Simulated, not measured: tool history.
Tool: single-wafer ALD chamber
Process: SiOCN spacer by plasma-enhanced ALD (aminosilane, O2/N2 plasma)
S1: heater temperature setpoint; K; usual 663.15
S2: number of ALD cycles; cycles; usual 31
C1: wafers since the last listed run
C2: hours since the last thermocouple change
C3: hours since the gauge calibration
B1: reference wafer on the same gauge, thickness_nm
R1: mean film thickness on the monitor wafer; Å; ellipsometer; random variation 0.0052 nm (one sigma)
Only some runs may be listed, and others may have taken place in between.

| run | day | S1 | S2 | C1 | C2 | C3 | B1 | R1 |
|---|---|---|---|---|---|---|---|---|
| 1 | 0 | 663.15 | 29 | 0 | 1395.7 | 200.1 | 2.334 | 19.3 |
| 2 | 0.729 | 663.15 | 29 | 148 | 1413.2 | 217.6 | 2.332 | 19.37 |
| 3 | 1.283 | 663.15 | 29 | 112 | 1426.5 | 230.9 | 2.33 | 19.38 |
| 4 | 1.808 | 663.15 | 31 | 106 | 1439.1 | 243.5 | 2.332 | 20.64 |
| 5 | 3.938 | 663.15 | 31 | 432 | 1490.2 | 294.6 | 2.328 | 20.68 |
| 6 | 4.558 | 663.15 | 31 | 126 | 1505.1 | 309.5 | 2.327 | 20.51 |
| 7 | 5.879 | 663.15 | 31 | 268 | 1536.8 | 341.2 | 2.326 | 20.51 |
| 8 | 7.542 | 663.15 | 31 | 337 | 1576.7 | 381.1 | 2.326 | 20.49 |
|  | 8.421 | thermocouple changed; heater temperature recalibrated |
| 9 | 8.442 | 663.15 | 31 | 115 | 0.5 | 402.7 | 2.327 | 20.61 |
| 10 | 8.879 | 663.15 | 33 | 88 | 11 | 413.2 | 2.322 | 21.97 |
| 11 | 9.412 | 663.15 | 33 | 108 | 23.8 | 426 | 2.324 | 21.98 |
| 12 | 9.725 | 663.15 | 33 | 63 | 31.3 | 433.5 | 2.328 | 22.01 |
| 13 | 9.992 | 653.15 | 31 | 54 | 37.7 | 439.9 | 2.326 | 20.62 |
| 14 | 10.458 | 653.15 | 31 | 94 | 48.9 | 451.1 | 2.321 | 20.57 |
| 15 | 11.083 | 653.15 | 31 | 126 | 63.9 | 466.1 | 2.324 | 20.64 |
| 16 | 11.762 | 652.15 | 36 | 137 | 80.2 | 482.4 | 2.324 | 23.9 |
| 17 | 12.129 | 663.15 | 28 | 74 | 89 | 491.2 | 2.323 | 18.57 |
| 18 | 12.679 | 663.15 | 33 | 111 | 102.2 | 504.4 | 2.324 | 21.89 |
| 19 | 13.038 | 650.15 | 31 | 72 | 110.8 | 513 | 2.325 | 20.61 |
|  | 13.138 | gauge calibrated |
| 20 | 13.425 | 670.15 | 27 | 78 | 120.1 | 6.9 | 2.359 | 18.16 |
| 21 | 13.954 | 673.15 | 27 | 107 | 132.8 | 19.6 | 2.356 | 18.14 |
| 22 | 14.279 | 663.15 | 31 | 65 | 140.6 | 27.4 | 2.353 | 20.87 |
| 23 | 14.608 | 653.15 | 31 | 66 | 148.5 | 35.3 | 2.355 | 20.88 |
| 24 | 15.292 | 670.15 | 31 | 138 | 164.9 | 51.7 | 2.347 | 20.84 |
| 25 | 15.767 | 663.15 | 31 | 96 | 176.3 | 63.1 | 2.349 | 20.8 |
| 26 | 16.442 | 663.15 | 26 | 137 | 192.5 | 79.3 | 2.347 | 17.52 |
| 27 | 16.842 | 663.15 | 31 | 81 | 202.1 | 88.9 | 2.345 | 20.77 |
| 28 | 17.121 | 672.15 | 27 | 56 | 208.8 | 95.6 | 2.343 | 18.09 |
| 29 | 17.404 | 657.15 | 31 | 57 | 215.6 | 102.4 | 2.342 | 20.83 |
| 30 | 18.1 | 650.15 | 36 | 141 | 232.3 | 119.1 | 2.342 | 24.13 |
| 31 | 18.771 | 656.15 | 28 | 136 | 248.4 | 135.2 | 2.341 | 18.73 |
| 32 | 19.354 | 668.15 | 26 | 118 | 262.4 | 149.2 | 2.34 | 17.36 |
| 33 | 19.842 | 669.15 | 28 | 98 | 274.1 | 160.9 | 2.334 | 18.73 |
| 34 | 20.25 | 663.15 | 31 | 82 | 283.9 | 170.7 | 2.337 | 20.71 |

Hidden state at the last listed run before each entry between runs and at the first one after, where it differs:
Logged between run 8 and run 9: thermocouple changed; heater temperature recalibrated (day 8.421)
  gauge reads high (%): -1.47 -> -1.49
  the result without the hidden state subtracted from the measured one, R1: -0.31 -> -0.31 Å
Logged between run 19 and run 20: gauge calibrated (day 13.138)
  gauge reads high (%): -1.57 -> -0.0346
  the result without the hidden state subtracted from the measured one, R1: -0.33 -> +0 Å
